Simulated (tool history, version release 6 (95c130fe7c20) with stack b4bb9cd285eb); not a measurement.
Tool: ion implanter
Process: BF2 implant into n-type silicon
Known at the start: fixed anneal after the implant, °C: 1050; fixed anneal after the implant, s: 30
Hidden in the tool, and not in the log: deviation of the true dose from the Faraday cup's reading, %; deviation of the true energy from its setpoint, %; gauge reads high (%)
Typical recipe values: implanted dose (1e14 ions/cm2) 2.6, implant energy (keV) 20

| run | day | implanted dose (1e14 ions/cm2) | implant energy (keV) | wafers since the last listed run | hours since the last dose calibration | hours since the extraction supply was calibrated | hours since the gauge calibration | read-back reference wafer on the same gauge, sheet resistance | sheet resistance of the implanted and annealed layer (ohm/square) |
|---|---|---|---|---|---|---|---|---|---|
| 1 | 0 | 2.44 | 14.5 | 0 | 491.6 | 1640.4 | 2035 | 339.67 | 453.84 |
| 2 | 1.858 | 2.6 | 20 | 524 | 536.2 | 1685 | 2079.6 | 339.79 | 421.71 |
| 3 | 13.992 | 2.6 | 20 | 3426 | 827.4 | 1976.2 | 2370.8 | 340.14 | 422.18 |
| 4 | 18.071 | 2.6 | 20 | 1152 | 925.3 | 2074.1 | 2468.7 | 340.18 | 417.97 |
| 5 | 21.683 | 2.6 | 20 | 1020 | 1012 | 2160.8 | 2555.4 | 340.1 | 428.36 |
| 6 | 25.917 | 2.6 | 20 | 1195 | 1113.6 | 2262.4 | 2657 | 340.14 | 425.91 |
| 7 | 29.825 | 2.6 | 20 | 1103 | 1207.4 | 2356.2 | 2750.8 | 340.05 | 429.93 |
| 8 | 34.158 | 2.6 | 20 | 1223 | 1311.4 | 2460.2 | 2854.8 | 340.08 | 429.78 |
| 9 | 37.471 | 2.6 | 15.5 | 935 | 1390.9 | 2539.7 | 2934.3 | 339.92 | 438.6 |
| 10 | 40.138 | 2.6 | 20 | 753 | 1454.9 | 2603.7 | 2998.3 | 339.98 | 433.9 |
| 11 | 42.762 | 2.6 | 20 | 741 | 1517.9 | 2666.7 | 3061.3 | 340.47 | 433.15 |
|  | 46.504 | gauge calibrated |
| 12 | 46.783 | 2.92 | 20 | 1135 | 1614.4 | 2763.2 | 6.7 | 339.63 | 398.08 |
| 13 | 48.483 | 2.84 | 20 | 480 | 1655.2 | 2804 | 47.5 | 340.01 | 408.65 |
| 14 | 52.542 | 2.84 | 20 | 1146 | 1752.6 | 2901.4 | 144.9 | 340.41 | 407.47 |
| 15 | 55.688 | 3.02 | 20 | 888 | 1828.1 | 2976.9 | 220.4 | 339.95 | 388.44 |
|  | 56.942 | Faraday cup replaced and dose calibrated |
| 16 | 59.188 | 2.4 | 20 | 894 | 53.9 | 3060.9 | 304.4 | 340.17 | 450.56 |
| 17 | 61.475 | 2.4 | 20 | 646 | 108.8 | 3115.8 | 359.3 | 340.17 | 446.69 |
| 18 | 64.329 | 2.6 | 20 | 806 | 177.3 | 3184.3 | 427.8 | 340.05 | 420.43 |
| 19 | 66.175 | 2.6 | 20 | 521 | 221.6 | 3228.6 | 472.1 | 339.87 | 416.37 |
| 20 | 70.246 | 2.6 | 20 | 1149 | 319.3 | 3326.3 | 569.8 | 339.96 | 417.41 |
| 21 | 83 | 2.98 | 13.5 | 3602 | 625.4 | 3632.4 | 875.9 | 339.96 | 387.51 |
| 22 | 86.35 | 3.04 | 25.5 | 946 | 705.8 | 3712.8 | 956.3 | 340.14 | 362.24 |
| 23 | 89.875 | 2.6 | 20 | 995 | 790.4 | 3797.4 | 1040.9 | 339.99 | 422.41 |
| 24 | 93.475 | 3.26 | 16.5 | 1016 | 876.8 | 3883.8 | 1127.3 | 340.01 | 354.95 |
| 25 | 95.479 | 2.6 | 20 | 566 | 924.9 | 3931.9 | 1175.4 | 339.94 | 424.35 |
| 26 | 98.067 | 1.96 | 20 | 730 | 987 | 3994 | 1237.5 | 339.78 | 544.34 |
| 27 | 100.367 | 3.1 | 20 | 649 | 1042.2 | 4049.2 | 1292.7 | 340.36 | 371.55 |
|  | 103.033 | extraction supply calibrated |
| 28 | 104.35 | 2.6 | 20 | 1030 | 1137.8 | 31.6 | 1388.3 | 339.89 | 427.81 |
| 29 | 107.088 | 2.01 | 23.5 | 773 | 1203.5 | 97.3 | 1454 | 339.48 | 525.19 |
| 30 | 110.404 | 2.82 | 16.5 | 936 | 1283.1 | 176.9 | 1533.6 | 339.84 | 405.92 |
| 31 | 112.679 | 2.99 | 17.5 | 642 | 1337.7 | 231.5 | 1588.2 | 340.01 | 384.42 |
| 32 | 115.808 | 2.6 | 16 | 883 | 1412.8 | 306.6 | 1663.3 | 340.02 | 442.77 |
| 33 | 118.554 | 2.99 | 20 | 775 | 1478.7 | 372.5 | 1729.2 | 340.14 | 383.05 |
| 34 | 120.329 | 2.6 | 20 | 501 | 1521.3 | 415.1 | 1771.8 | 340.07 | 438.25 |
| 35 | 124.233 | 2.08 | 16 | 1102 | 1615 | 508.8 | 1865.5 | 340.45 | 537.02 |
| 36 | 127.217 | 2.8 | 20 | 842 | 1686.6 | 580.4 | 1937.1 | 340.24 | 411.92 |
|  | 131.85 | Faraday cup replaced and dose calibrated |
| 37 | 131.871 | 2.21 | 16.5 | 1220 | 0.5 | 692.1 | 2048.8 | 339.61 | 491.01 |
| 38 | 135.954 | 2.32 | 20 | 1153 | 98.5 | 790.1 | 2146.8 | 340.04 | 460.45 |

Below, some changes in sheet resistance of the implanted and annealed layer (ohm/square) between adjacent runs. For each, the amount present without the hidden state too (settings, incoming material, random variation) and the amount remaining for the hidden state with gauge scatter not shared by both compared results:
Run 15 -> 16: implanted dose (1e14 ions/cm2) 3.02 -> 2.4, Faraday cup replaced and dose calibrated. sheet resistance of the implanted and annealed layer (ohm/square) +62.12: hidden state -20.02, all else +82.14.
Run 25 -> 26: implanted dose (1e14 ions/cm2) 2.6 -> 1.96. sheet resistance of the implanted and annealed layer (ohm/square) +119.99: hidden state +2.97, all else +117.02.
Run 26 -> 27: implanted dose (1e14 ions/cm2) 1.96 -> 3.1. sheet resistance of the implanted and annealed layer (ohm/square) -172.79: hidden state -2.42, all else -170.37.
Run 34 -> 35: implanted dose (1e14 ions/cm2) 2.6 -> 2.08, implant energy (keV) 20 -> 16. sheet resistance of the implanted and annealed layer (ohm/square) +98.77: hidden state +6.55, all else +92.22.
Run 35 -> 36: implanted dose (1e14 ions/cm2) 2.08 -> 2.8, implant energy (keV) 16 -> 20. sheet resistance of the implanted and annealed layer (ohm/square) -125.1: hidden state -4, all else -121.1.
Run 36 -> 37: implanted dose (1e14 ions/cm2) 2.8 -> 2.21, implant energy (keV) 20 -> 16.5, Faraday cup replaced and dose calibrated. sheet resistance of the implanted and annealed layer (ohm/square) +79.09: hidden state -21.06, all else +100.15.
